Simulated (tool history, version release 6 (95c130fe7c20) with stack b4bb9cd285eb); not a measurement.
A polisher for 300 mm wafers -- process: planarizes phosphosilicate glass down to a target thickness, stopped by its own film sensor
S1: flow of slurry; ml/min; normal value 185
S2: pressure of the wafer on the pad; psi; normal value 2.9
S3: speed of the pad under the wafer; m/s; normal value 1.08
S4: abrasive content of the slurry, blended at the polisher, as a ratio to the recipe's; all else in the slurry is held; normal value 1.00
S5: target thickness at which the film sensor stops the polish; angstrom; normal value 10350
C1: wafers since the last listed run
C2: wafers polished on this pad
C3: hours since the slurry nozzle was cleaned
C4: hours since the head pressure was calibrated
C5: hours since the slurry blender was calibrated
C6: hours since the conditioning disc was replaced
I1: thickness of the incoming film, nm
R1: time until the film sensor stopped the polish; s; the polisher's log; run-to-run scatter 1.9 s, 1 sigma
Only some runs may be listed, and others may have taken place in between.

run     day   S1   S2    S3    S4     S5    C1    C2     C3     C4     C5     C6      I1     R1
  1   0.000  185  2.9  1.08  1.00  10350     0  1381  547.1  146.2   13.6   53.2  1996.0  112.8
  2   1.904  185  2.9  1.08  1.00  12120   481  1862  592.8  191.9   59.3   98.9  1980.3   90.4
  3   3.671  185  2.9  1.08  1.00  12120   446  2308  635.2  234.3  101.7  141.3  2039.4   99.0
      5.817  -- slurry nozzle cleaned
      6.362  -- worn pad replaced by a new one
  4  11.442  185  2.9  1.08  1.00  12120  1910  1282  135.0  420.8  288.2  327.8  1986.3   91.4
  5  14.675  185  2.9  1.08  1.00  10350   816  2099  212.6  498.4  365.8  405.4  2018.1  118.0
     15.738  -- conditioning disc replaced and pad reconditioned
  6  18.125  185  2.9  1.08  1.00  10350   850  2950  295.4  581.2  448.6   57.3  2016.7  113.8
  7  20.721  185  2.9  1.08  1.00  10350   655  3606  357.7  643.5  510.9  119.6  1999.2  113.6
     20.825  -- slurry blender recalibrated
     20.912  -- worn pad replaced by a new one
  8  22.429  185  2.9  1.08  1.00  10350   388   383  398.7  684.5   38.5  160.6  1994.1  110.0
  9  24.262  185  2.9  1.08  1.00  10350   463   846  442.7  728.5   82.5  204.6  2024.8  116.4
 10  26.550  185  2.9  1.08  1.00  10350   577  1424  497.6  783.4  137.4  259.5  1991.8  111.7
 11  28.179  185  2.9  1.08  1.00   8110   411  1836  536.7  822.5  176.5  298.6  1989.9  135.9
     28.404  -- head pressure recalibrated
     30.321  -- conditioning disc replaced and pad reconditioned
 12  32.296  185  2.9  1.08  1.00  10350   997  2834  635.5   93.4  275.3   47.4  2045.7  116.3
     32.367  -- slurry nozzle cleaned
     33.317  -- worn pad replaced by a new one
 13  34.642  150  2.9  1.08  1.00  10350   540   334   54.6  149.7  331.6  103.7  2024.5  122.8
 14  38.567  165  2.1  1.08  1.00  10350   991  1326  148.8  243.9  425.8  197.9  1979.0  148.3
     39.862  -- slurry blender recalibrated
 15  42.029  240  2.9  1.08  1.15   7660   853  2180  231.9  327.0   52.0  281.0  1985.9  131.3
 16  44.396  185  2.9  1.08  1.00  12690   597  2778  288.7  383.8  108.8  337.8  2033.5   92.0
 17  46.088  185  2.9  1.08  1.00   7400   427  3205  329.3  424.4  149.4  378.4  1967.2  144.0
     46.408  -- worn pad replaced by a new one
 18  47.808  185  2.9  1.08  1.00  10350   392   353  370.6  465.7  190.7  419.7  2026.6  113.5
     49.075  -- conditioning disc replaced and pad reconditioned
 19  51.204  185  2.9  1.08  1.00  10350   836  1190  452.1  547.2  272.2   51.1  2013.8  116.6
 20  54.288  165  2.9  1.08  1.00  10350   779  1969  526.1  621.2  346.2  125.1  1983.1  110.1
 21  58.279  185  2.9  1.08  1.30  11410  1008  2978  621.9  717.0  442.0  220.9  2002.2   91.0
     58.692  -- worn pad replaced by a new one
     59.529  -- slurry nozzle cleaned
     60.458  -- slurry blender recalibrated
 22  60.967  185  2.4  1.24  0.75   9460   605   543   34.5  781.5   12.2  285.4  2011.7  155.6
 23  64.796  185  2.9  1.28  1.00  10350   967  1511  126.4  873.4  104.1  377.3  2033.3  103.9

Consider 4 possible next runs. They are alternatives, not a sequence: every one starts from the tool as it was left by run 23. What does each give?
  A  64.817  185  2.9  1.18  1.00  10350   5  1516  126.9  873.9  104.6  377.8  2020.1   ?
  B  64.817  230  3.6  1.08  1.30  12110   5  1516  126.9  873.9  104.6  377.8  2020.1   ?
  C  64.817  185  3.9  1.08  1.15  10350   5  1516  126.9  873.9  104.6  377.8  2020.1   ?
  D  64.817  170  3.8  1.08  1.00  13220   5  1516  126.9  873.9  104.6  377.8  2020.1   ?

run     R1
  A  109.2
  B   69.9
  C   85.3
  D   66.5
Take away the tool's hidden state, keep each run's random variation, and the runs would have read:
run     R1
  A  109.2
  B   69.9
  C   85.3
  D   66.5

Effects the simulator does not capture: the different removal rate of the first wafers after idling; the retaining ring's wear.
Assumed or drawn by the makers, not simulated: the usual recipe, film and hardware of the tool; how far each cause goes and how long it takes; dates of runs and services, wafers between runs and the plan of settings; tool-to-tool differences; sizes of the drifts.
